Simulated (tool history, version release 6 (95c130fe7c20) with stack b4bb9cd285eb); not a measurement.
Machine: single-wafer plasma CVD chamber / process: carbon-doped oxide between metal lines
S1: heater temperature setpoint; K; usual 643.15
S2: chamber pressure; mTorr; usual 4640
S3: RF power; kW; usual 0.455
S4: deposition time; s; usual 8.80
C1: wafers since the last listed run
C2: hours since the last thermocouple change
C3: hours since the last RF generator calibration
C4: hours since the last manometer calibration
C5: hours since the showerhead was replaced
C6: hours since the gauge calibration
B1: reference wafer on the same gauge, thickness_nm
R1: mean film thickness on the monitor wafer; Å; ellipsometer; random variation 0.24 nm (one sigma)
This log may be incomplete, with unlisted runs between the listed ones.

run	hour	S1	S2	S3	S4	C1	C2	C3	C4	C5	C6	B1	R1
1	0.0	643.15	4340	0.475	8.80	0	2656.3	878.7	160.6	5746.0	1055.9	44.831	427.28
2	50.9	643.15	4340	0.475	8.80	1185	2707.2	929.6	211.5	5796.9	1106.8	44.744	422.54
3	155.1	643.15	4640	0.455	8.80	2427	2811.4	1033.8	315.7	5901.1	1211.0	44.851	415.30
4	200.0	643.15	4640	0.455	8.80	1045	2856.3	1078.7	360.6	5946.0	1255.9	44.876	410.04
# hour 226.2: showerhead replaced
5	252.9	643.15	5200	0.455	8.80	1045	2909.2	1131.6	413.5	26.7	1308.8	44.837	418.78
6	322.8	639.15	4310	0.455	8.80	1628	2979.1	1201.5	483.4	96.6	1378.7	44.661	412.89
# hour 354.1: thermocouple changed; heater temperature recalibrated
7	363.3	643.15	4640	0.455	8.80	757	9.2	1242.0	523.9	137.1	1419.2	44.827	414.45
8	429.9	643.15	4640	0.455	8.80	1551	75.8	1308.6	590.5	203.7	1485.8	44.824	411.71
9	498.1	643.15	4640	0.455	8.80	1588	144.0	1376.8	658.7	271.9	1554.0	44.773	403.96
10	587.2	657.15	4050	0.525	9.97	2075	233.1	1465.9	747.8	361.0	1643.1	44.725	493.47
11	648.8	643.15	3920	0.455	8.80	1434	294.7	1527.5	809.4	422.6	1704.7	44.807	403.36
12	760.8	643.15	4640	0.545	8.80	2609	406.7	1639.5	921.4	534.6	1816.7	44.801	464.34
13	845.9	650.15	3990	0.420	8.80	1982	491.8	1724.6	1006.5	619.7	1901.8	44.756	369.11
14	938.2	643.15	4640	0.500	8.80	2150	584.1	1816.9	1098.8	712.0	1994.1	44.890	439.88
15	1041.3	635.15	4170	0.480	7.52	2401	687.2	1920.0	1201.9	815.1	2097.2	44.795	367.83
16	1109.9	643.15	4640	0.455	10.15	1598	755.8	1988.6	1270.5	883.7	2165.8	44.818	471.12
# hour 1152.6: gauge calibrated
17	1174.5	637.15	4640	0.365	8.80	1504	820.4	2053.2	1335.1	948.3	21.9	44.871	344.31
# hour 1188.6: RF generator calibrated
18	1274.3	643.15	4640	0.455	8.80	2138	920.2	85.7	1434.9	1048.1	121.7	44.789	438.28
19	1335.8	643.15	4990	0.455	8.80	1432	981.7	147.2	1496.4	1109.6	183.2	44.781	437.36
20	1386.5	643.15	3660	0.455	8.80	1181	1032.4	197.9	1547.1	1160.3	233.9	44.781	428.94
21	1492.0	643.15	4640	0.455	8.80	2457	1137.9	303.4	1652.6	1265.8	339.4	44.787	432.67
22	1570.0	648.15	4640	0.455	8.80	1816	1215.9	381.4	1730.6	1343.8	417.4	44.835	424.00
23	1659.4	643.15	4640	0.455	8.80	2082	1305.3	470.8	1820.0	1433.2	506.8	44.795	426.21
24	1703.5	650.15	4330	0.455	8.80	1027	1349.4	514.9	1864.1	1477.3	550.9	44.823	416.63
25	1763.4	643.15	4640	0.455	8.80	1395	1409.3	574.8	1924.0	1537.2	610.8	44.782	425.83
26	1864.0	643.15	5570	0.420	8.80	2343	1509.9	675.4	2024.6	1637.8	711.4	44.823	404.41
27	1964.6	643.15	4120	0.455	8.80	2343	1610.5	776.0	2125.2	1738.4	812.0	44.835	415.92
28	2049.7	656.15	4640	0.455	8.15	1982	1695.6	861.1	2210.3	1823.5	897.1	44.848	379.24
29	2135.7	657.15	4640	0.455	7.36	2003	1781.6	947.1	2296.3	1909.5	983.1	44.806	339.89

4 ways to go on from here, each from the tool as it stands after run 29. What would each give?
A	2136.1	643.15	4640	0.455	8.80	9	1782.0	947.5	2296.7	1909.9	983.5	?	?
B	2136.1	639.15	4640	0.415	7.79	9	1782.0	947.5	2296.7	1909.9	983.5	?	?
C	2136.1	636.15	4640	0.515	8.80	9	1782.0	947.5	2296.7	1909.9	983.5	?	?
D	2136.1	643.15	5750	0.455	7.92	9	1782.0	947.5	2296.7	1909.9	983.5	?	?

run	B1	R1
A	44.824	422.08
B	44.824	350.86
C	44.824	470.10
D	44.824	390.47
With the hidden condition removed and each run's random variation left untouched, the same runs would have given:
run	R1
A	445.79
B	370.66
C	492.65
D	412.40
